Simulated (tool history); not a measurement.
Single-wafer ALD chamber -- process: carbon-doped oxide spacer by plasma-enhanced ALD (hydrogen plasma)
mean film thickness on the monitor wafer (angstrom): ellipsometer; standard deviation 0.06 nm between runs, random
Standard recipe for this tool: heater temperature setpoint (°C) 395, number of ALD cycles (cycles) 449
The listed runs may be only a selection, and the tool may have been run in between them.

run	day	heater temperature setpoint (°C)	number of ALD cycles (cycles)	read-back reference wafer on the same gauge, thickness_nm	mean film thickness on the monitor wafer (angstrom)
1	0	405	449	20.196	233.43
2	1.575	395	469	20.197	246
3	5.079	395	469	20.163	246.55
4	8.192	388	449	20.163	236.35
5	11.558	395	449	20.13	236.3
# day 12.929: thermocouple changed; heater temperature recalibrated
6	18.846	395	449	20.15	235.63
7	22.638	395	449	20.111	235.98
8	27.017	395	449	20.097	235.71
9	28.971	395	449	20.094	235.49
10	32.767	395	449	20.076	234.93
11	36.517	395	449	20.055	234.61
12	38.346	395	491	20.058	255.68
# day 38.825: gauge calibrated
13	41.838	395	491	20.455	262.31
14	44.1	395	491	20.415	261.72
15	47.7	387	449	20.415	239.36
16	50.954	395	449	20.403	239.48
17	54.892	395	449	20.363	237.84
18	56.833	395	449	20.37	238.06
19	60.162	395	449	20.401	238.14
20	63.658	384	413	20.351	219.17
21	67.208	395	449	20.332	237.95
22	69.208	409	519	20.349	269.15
23	79.617	404	480	20.275	251.37
24	82.929	395	449	20.291	238.09
25	85.546	381	362	20.264	190.99
26	88.033	395	449	20.262	237.42
27	91.475	384	531	20.264	280.41
28	95.95	389	371	20.214	195.75
29	99.867	385	524	20.217	276.21
30	103.65	388	449	20.216	236.74
31	105.175	395	367	20.215	193.78
32	107.233	387	526	20.197	278.25
33	110.021	403	474	20.171	247.2
# day 111.242: thermocouple changed; heater temperature recalibrated
34	111.567	395	449	20.184	236.12
35	114.029	405	371	20.175	192.61
36	116.338	388	449	20.148	236.41
37	119.8	389	449	20.162	235.2
38	122.438	399	377	20.126	197.82
39	125.629	410	392	20.121	200.22
40	128.575	381	408	20.118	213.53
41	131.7	407	534	20.107	274.31
42	133.867	403	538	20.098	279.84
43	138.308	385	449	20.077	235.6
44	142.612	380	449	20.064	235.99
# day 143.583: gauge calibrated
45	146.588	381	449	20.467	240.44

Each row is a separate what-if for the run after 45, all from the same tool condition, not one after another. Results?
A	146.633	395	487	?	?
B	146.633	407	367	?	?
C	146.633	406	384	?	?
D	146.633	395	417	?	?
E	146.633	407	475	?	?

run	read-back reference wafer on the same gauge, thickness_nm	mean film thickness on the monitor wafer (angstrom)
A	20.474	259.58
B	20.474	192.35
C	20.474	201.8
D	20.474	222.26
E	20.474	248.96
Without the tool's unlogged condition, the same runs would have read:
run	mean film thickness on the monitor wafer (angstrom)
A	259.9
B	192.59
C	202.05
D	222.54
E	249.26
